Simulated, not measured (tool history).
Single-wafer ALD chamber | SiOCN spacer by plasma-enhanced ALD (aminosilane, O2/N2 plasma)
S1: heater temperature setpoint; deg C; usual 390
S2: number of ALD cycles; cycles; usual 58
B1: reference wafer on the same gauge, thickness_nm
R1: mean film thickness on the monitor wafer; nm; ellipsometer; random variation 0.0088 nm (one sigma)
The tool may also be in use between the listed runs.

{"run": 1, "hour": 0.0, "S1": 401, "S2": 58, "B1": 2.929, "R1": 3.498}
{"run": 2, "hour": 46.0, "S1": 401, "S2": 58, "B1": 2.932, "R1": 3.5}
{"run": 3, "hour": 94.0, "S1": 401, "S2": 58, "B1": 2.93, "R1": 3.5}
{"run": 4, "hour": 176.3, "S1": 390, "S2": 58, "B1": 2.93, "R1": 3.505}
{"run": 5, "hour": 220.9, "S1": 390, "S2": 58, "B1": 2.931, "R1": 3.521}
{"run": 6, "hour": 271.5, "S1": 390, "S2": 58, "B1": 2.931, "R1": 3.504}
{"run": 7, "hour": 347.0, "S1": 390, "S2": 58, "B1": 2.933, "R1": 3.516}
{"run": 8, "hour": 402.5, "S1": 381, "S2": 64, "B1": 2.925, "R1": 3.874}
{"run": 9, "hour": 477.9, "S1": 390, "S2": 58, "B1": 2.934, "R1": 3.515}
{"run": 10, "hour": 535.1, "S1": 390, "S2": 58, "B1": 2.932, "R1": 3.499}
{"run": 11, "hour": 594.1, "S1": 395, "S2": 63, "B1": 2.931, "R1": 3.825}
{"run": 12, "hour": 646.6, "S1": 395, "S2": 63, "B1": 2.929, "R1": 3.805}
{"hour": 663.9, "done": "gauge calibrated"}
{"run": 13, "hour": 700.3, "S1": 395, "S2": 63, "B1": 2.93, "R1": 3.814}
{"run": 14, "hour": 803.7, "S1": 400, "S2": 58, "B1": 2.931, "R1": 3.504}
{"run": 15, "hour": 844.6, "S1": 395, "S2": 63, "B1": 2.933, "R1": 3.819}
{"run": 16, "hour": 942.8, "S1": 395, "S2": 63, "B1": 2.931, "R1": 3.833}
{"hour": 978.0, "done": "thermocouple changed; heater temperature recalibrated"}
{"run": 17, "hour": 1038.1, "S1": 399, "S2": 52, "B1": 2.927, "R1": 3.149}
{"run": 18, "hour": 1129.7, "S1": 379, "S2": 62, "B1": 2.925, "R1": 3.749}
{"run": 19, "hour": 1233.0, "S1": 403, "S2": 51, "B1": 2.933, "R1": 3.037}
{"run": 20, "hour": 1292.2, "S1": 390, "S2": 58, "B1": 2.931, "R1": 3.505}
{"run": 21, "hour": 1381.4, "S1": 404, "S2": 58, "B1": 2.935, "R1": 3.452}
{"run": 22, "hour": 1469.9, "S1": 390, "S2": 58, "B1": 2.93, "R1": 3.517}
{"run": 23, "hour": 1674.1, "S1": 397, "S2": 50, "B1": 2.928, "R1": 3.028}
{"run": 24, "hour": 1744.4, "S1": 399, "S2": 66, "B1": 2.928, "R1": 4}

Run 25 comes next. What will it give?
{"run": 25, "hour": 1832.1, "S1": 390, "S2": 47, "B1": "?", "R1": "?"}

B1: 2.929
R1: 2.851 nm
Without the tool's hidden state the same run would have given R1 2.851 nm.
